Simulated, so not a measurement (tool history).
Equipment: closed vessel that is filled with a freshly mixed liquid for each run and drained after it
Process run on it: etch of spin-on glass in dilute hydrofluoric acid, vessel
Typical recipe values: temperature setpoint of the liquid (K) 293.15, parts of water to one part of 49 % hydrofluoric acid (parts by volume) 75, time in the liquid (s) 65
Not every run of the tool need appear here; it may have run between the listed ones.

run,hour,temperature setpoint of the liquid (K),parts of water to one part of 49 % hydrofluoric acid (parts by volume),time in the liquid (s),"read-back film thickness of the spin-on glass reference wafer, read on the same gauge (nm)",thickness taken off the spin-on glass on a monitor wafer (angstrom)
1,0.0,293.15,75,65,79.57,321.1
2,55.1,293.15,75,65,79.28,321.7
3,117.9,293.15,75,65,79.04,325.5
4,153.1,293.15,75,40,78.94,198.3
5,219.9,293.15,75,65,78.80,322.4
6,248.4,293.15,75,65,78.78,322.8
# hour 293.6: hydrofluoric acid flow meter replaced
7,304.3,293.15,75,65,78.75,318.9
# hour 342.8: gauge calibrated
8,344.1,293.15,75,65,80.07,326.5
# hour 376.4: thermometer replaced
9,405.3,297.65,110,30,79.54,116.8
10,448.3,290.15,55,90,79.30,552.4
11,481.7,293.15,45,40,79.14,341.3
12,520.6,293.15,75,65,79.00,323.8
13,582.5,295.65,75,90,78.80,489.7
14,637.9,296.65,60,100,78.70,736.6
15,676.3,296.65,75,65,78.67,371.6

3 ways to go on from here, each from the tool as it stands after run 15. What would each give?
A,677.0,293.15,75,65,?,?
B,677.0,295.65,40,65,?,?
C,677.0,290.15,50,80,?,?

run,"read-back film thickness of the spin-on glass reference wafer, read on the same gauge (nm)",thickness taken off the spin-on glass on a monitor wafer (angstrom)
A,78.66,319.3
B,78.66,693.9
C,78.66,533.7
With the hidden condition removed and each run's random variation left untouched, the same runs would have given:
run,thickness taken off the spin-on glass on a monitor wafer (angstrom)
A,324.7
B,705.7
C,542.8

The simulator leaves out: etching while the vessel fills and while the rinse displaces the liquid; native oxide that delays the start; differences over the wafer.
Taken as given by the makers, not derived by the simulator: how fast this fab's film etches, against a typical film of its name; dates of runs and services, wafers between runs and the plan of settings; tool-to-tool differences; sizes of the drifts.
